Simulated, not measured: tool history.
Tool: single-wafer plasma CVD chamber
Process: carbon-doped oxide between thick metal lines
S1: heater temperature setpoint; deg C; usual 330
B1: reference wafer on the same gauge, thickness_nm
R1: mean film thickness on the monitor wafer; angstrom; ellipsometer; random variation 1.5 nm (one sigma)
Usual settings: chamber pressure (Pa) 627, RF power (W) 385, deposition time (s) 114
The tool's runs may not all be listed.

Run 1, hour 0.0: usual settings; B1 572.909. Result: R1 4938.91 angstrom.
Run 2, hour 27.9: usual settings but S1 334 deg C, deposition time (s) 128; B1 572.955. Result: R1 5489.50 angstrom.
Run 3, hour 50.7: usual settings but deposition time (s) 124; B1 572.714. Result: R1 5352.82 angstrom.
Run 4, hour 84.8: usual settings but deposition time (s) 124; B1 573.068. Result: R1 5341.73 angstrom.
Run 5, hour 114.5: usual settings; B1 572.817. Result: R1 4917.56 angstrom.
Run 6, hour 136.3: usual settings; B1 572.906. Result: R1 4905.80 angstrom.
Run 7, hour 157.6: usual settings but deposition time (s) 120; B1 572.758. Result: R1 5116.72 angstrom.
Run 8, hour 179.3: usual settings; B1 572.753. Result: R1 4900.60 angstrom.
Run 9, hour 277.3: usual settings; B1 573.089. Result: R1 4879.31 angstrom.
Run 10, hour 312.0: usual settings; B1 573.010. Result: R1 4866.21 angstrom.
Run 11, hour 343.2: usual settings but chamber pressure (Pa) 724; B1 573.150. Result: R1 4908.90 angstrom.
At hour 361.4: capacitance manometer re-zeroed and calibrated.
Run 12, hour 361.9: usual settings; B1 572.798. Result: R1 4831.92 angstrom.
Run 13, hour 394.5: usual settings; B1 572.748. Result: R1 4773.94 angstrom.
At hour 404.0: RF generator calibrated.
At hour 421.8: gauge calibrated.
Run 14, hour 427.6: usual settings but RF power (W) 320, deposition time (s) 103; B1 572.895. Result: R1 4041.83 angstrom.
At hour 456.4: showerhead replaced.
Run 15, hour 462.5: usual settings but RF power (W) 320, deposition time (s) 103; B1 573.035. Result: R1 4037.26 angstrom.
Run 16, hour 475.1: usual settings but S1 324 deg C, chamber pressure (Pa) 559; B1 572.944. Result: R1 5094.56 angstrom.
Run 17, hour 520.8: usual settings but S1 340 deg C, chamber pressure (Pa) 504, RF power (W) 345, deposition time (s) 131; B1 573.064. Result: R1 5102.42 angstrom.
At hour 543.3: thermocouple changed; heater temperature recalibrated.
Run 18, hour 543.8: usual settings but RF power (W) 435, deposition time (s) 104; B1 573.188. Result: R1 5031.53 angstrom.
Run 19, hour 566.1: usual settings but deposition time (s) 120; B1 572.882. Result: R1 5342.41 angstrom.
Run 20, hour 584.1: usual settings; B1 573.251. Result: R1 5077.21 angstrom.
Run 21, hour 615.4: usual settings but S1 320 deg C, RF power (W) 410, deposition time (s) 96; B1 573.034. Result: R1 4566.72 angstrom.
Run 22, hour 649.7: usual settings but RF power (W) 435; B1 573.092. Result: R1 5499.34 angstrom.
Run 23, hour 664.9: usual settings but RF power (W) 345; B1 573.050. Result: R1 4680.03 angstrom.
Run 24, hour 692.2: usual settings but S1 337 deg C, chamber pressure (Pa) 721, RF power (W) 340, deposition time (s) 128; B1 573.178. Result: R1 5248.17 angstrom.
Run 25, hour 708.7: usual settings; B1 572.920. Result: R1 5099.27 angstrom.
Run 26, hour 731.7: usual settings but S1 320 deg C, chamber pressure (Pa) 501, RF power (W) 320, deposition time (s) 103; B1 573.121. Result: R1 4028.03 angstrom.
Run 27, hour 754.0: usual settings but chamber pressure (Pa) 672, RF power (W) 455; B1 573.130. Result: R1 5716.53 angstrom.

The same runs without the tool's hidden state, with the same run-to-run variation:
The hidden state here: wafer temperature above the value expected at the setpoint (K); delivered RF power above the setpoint (%); true pressure above the setpoint (%); gauge reads high (%).
run       R1
  1  5135.30
  2  5717.22
  3  5582.61
  4  5582.94
  5  5149.50
  6  5144.61
  7  5373.54
  8  5154.30
  9  5168.76
 10  5168.76
 11  5227.08
 12  5152.96
 13  5104.95
 14  4086.45
 15  4082.15
 16  5151.28
 17  5160.64
 18  5087.32
 19  5405.11
 20  5137.69
 21  4620.48
 22  5566.42
 23  4740.67
 24  5318.40
 25  5168.76
 26  4084.73
 27  5795.96
